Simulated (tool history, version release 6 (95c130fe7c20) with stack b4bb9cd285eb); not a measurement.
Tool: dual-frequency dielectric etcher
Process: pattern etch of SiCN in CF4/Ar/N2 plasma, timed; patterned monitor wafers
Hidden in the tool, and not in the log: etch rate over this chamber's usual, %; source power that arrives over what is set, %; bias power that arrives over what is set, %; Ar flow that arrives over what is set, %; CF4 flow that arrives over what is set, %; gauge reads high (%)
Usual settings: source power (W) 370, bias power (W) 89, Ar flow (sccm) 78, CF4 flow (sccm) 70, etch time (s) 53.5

run    hour  source power (W)  bias power (W)  Ar flow (sccm)  CF4 flow (sccm)  etch time (s)  wafers since the last listed run  hours since the last wet clean  hours since the last source power generator calibration  hours since the last bias power generator calibration  hours since the last Ar flow controller change  hours since the last CF4 flow controller change  hours since the last upper electrode change  hours since the gauge calibration  read-back reference wafer on the same gauge, depth_nm  mean etch depth across the wafer (angstrom)
  1     0.0               370              89              78               70           53.5                                 0                            34.6                                                   4277.2                                                 4220.7                                          2203.5                                           3801.8                                       2029.8                              569.5                                                  38.16                                        438.4
  2    51.7               370              89              78               70           53.5                               815                            86.3                                                   4328.9                                                 4272.4                                          2255.2                                           3853.5                                       2081.5                              621.2                                                  38.19                                        439.2
  3   322.3               370              89              78               70           53.5                              4266                           356.9                                                   4599.5                                                 4543.0                                          2525.8                                           4124.1                                       2352.1                              891.8                                                  38.23                                        437.7
  4   389.3               370              89              78               70           53.5                              1056                           423.9                                                   4666.5                                                 4610.0                                          2592.8                                           4191.1                                       2419.1                              958.8                                                  38.20                                        435.7
  5   472.3               370              89              78               70           53.5                              1308                           506.9                                                   4749.5                                                 4693.0                                          2675.8                                           4274.1                                       2502.1                             1041.8                                                  38.24                                        439.4
      498.7  -- gauge calibrated
      553.2  -- wet clean of the chamber
  6   559.8               370              89              78               70           53.5                              1001                             6.6                                                   4837.0                                                 4780.5                                          2763.3                                           4361.6                                       2589.6                               61.1                                                  38.19                                        435.3
  7   631.0               370              89              78               70           53.5                              1122                            77.8                                                   4908.2                                                 4851.7                                          2834.5                                           4432.8                                       2660.8                              132.3                                                  38.24                                        437.2
      658.7  -- upper electrode replaced
  8   671.8               370              89              78               70           53.5                               264                           118.6                                                   4949.0                                                 4892.5                                          2875.3                                           4473.6                                         13.1                              173.1                                                  38.20                                        434.9
      739.4  -- bias power generator calibrated
  9   778.9               370              89              78               70           53.5                              1625                           225.7                                                   5056.1                                                   39.5                                          2982.4                                           4580.7                                        120.2                              280.2                                                  38.19                                        433.9
      786.0  -- Ar flow controller replaced
 10   829.2               370              89              78               70           53.5                               698                           276.0                                                   5106.4                                                   89.8                                            43.2                                           4631.0                                        170.5                              330.5                                                  38.18                                        434.4
      838.5  -- CF4 flow controller replaced
 11   953.1               320              89              95               86           53.5                              1858                           399.9                                                   5230.3                                                  213.7                                           167.1                                            114.6                                        294.4                              454.4                                                  38.21                                        401.2
 12  1037.5               370              89              78               62           38.5                              1330                           484.3                                                   5314.7                                                  298.1                                           251.5                                            199.0                                        378.8                              538.8                                                  38.24                                        303.0
 13  1113.6               370              89              78               80           47.0                              1199                           560.4                                                   5390.8                                                  374.2                                           327.6                                            275.1                                        454.9                              614.9                                                  38.18                                        389.3
     1138.1  -- source power generator calibrated
 14  1166.5               370              89              91               70           53.5                               771                           613.3                                                     28.4                                                  427.1                                           380.5                                            328.0                                        507.8                              667.8                                                  38.20                                        443.2
     1227.0  -- wet clean of the chamber
 15  1256.3               370              89              78               70           53.5                              1037                            29.3                                                    118.2                                                  516.9                                           470.3                                            417.8                                        597.6                              757.6                                                  38.16                                        452.3
 16  1306.8               370              89              78               70           62.5                               796                            79.8                                                    168.7                                                  567.4                                           520.8                                            468.3                                        648.1                              808.1                                                  38.14                                        524.7
     1342.8  -- gauge calibrated
 17  1406.7               370              69              62               60           62.5                              1575                           179.7                                                    268.6                                                  667.3                                           620.7                                            568.2                                        748.0                               63.9                                                  38.21                                        450.7
 18  1499.3               370             106              60               70           53.5                              1460                           272.3                                                    361.2                                                  759.9                                           713.3                                            660.8                                        840.6                              156.5                                                  38.17                                        513.9
 19  1600.8               370              89              78               70           53.5                              1600                           373.8                                                    462.7                                                  861.4                                           814.8                                            762.3                                        942.1                              258.0                                                  38.24                                        452.1

4 ways to go on from here, each from the tool as it stands after run 19. What would each give?
  A  1601.2               370              89              78               70           53.5                                 6                           374.2                                                    463.1                                                  861.8                                           815.2                                            762.7                                        942.5                              258.4                                                      ?                                            ?
  B  1601.2               320              89              78               84           53.5                                 6                           374.2                                                    463.1                                                  861.8                                           815.2                                            762.7                                        942.5                              258.4                                                      ?                                            ?
  C  1601.2               420              89              90               70           53.5                                 6                           374.2                                                    463.1                                                  861.8                                           815.2                                            762.7                                        942.5                              258.4                                                      ?                                            ?
  D  1601.2               430             105              89               70           38.5                                 6                           374.2                                                    463.1                                                  861.8                                           815.2                                            762.7                                        942.5                              258.4                                                      ?                                            ?

run  read-back reference wafer on the same gauge, depth_nm  mean etch depth across the wafer (angstrom)
  A                                                  38.23                                        450.0
  B                                                  38.23                                        424.4
  C                                                  38.23                                        479.9
  D                                                  38.23                                        385.3
Without the tool's hidden state the same runs would have given:
run  mean etch depth across the wafer (angstrom)
  A                                        449.9
  B                                        424.3
  C                                        479.8
  D                                        385.2
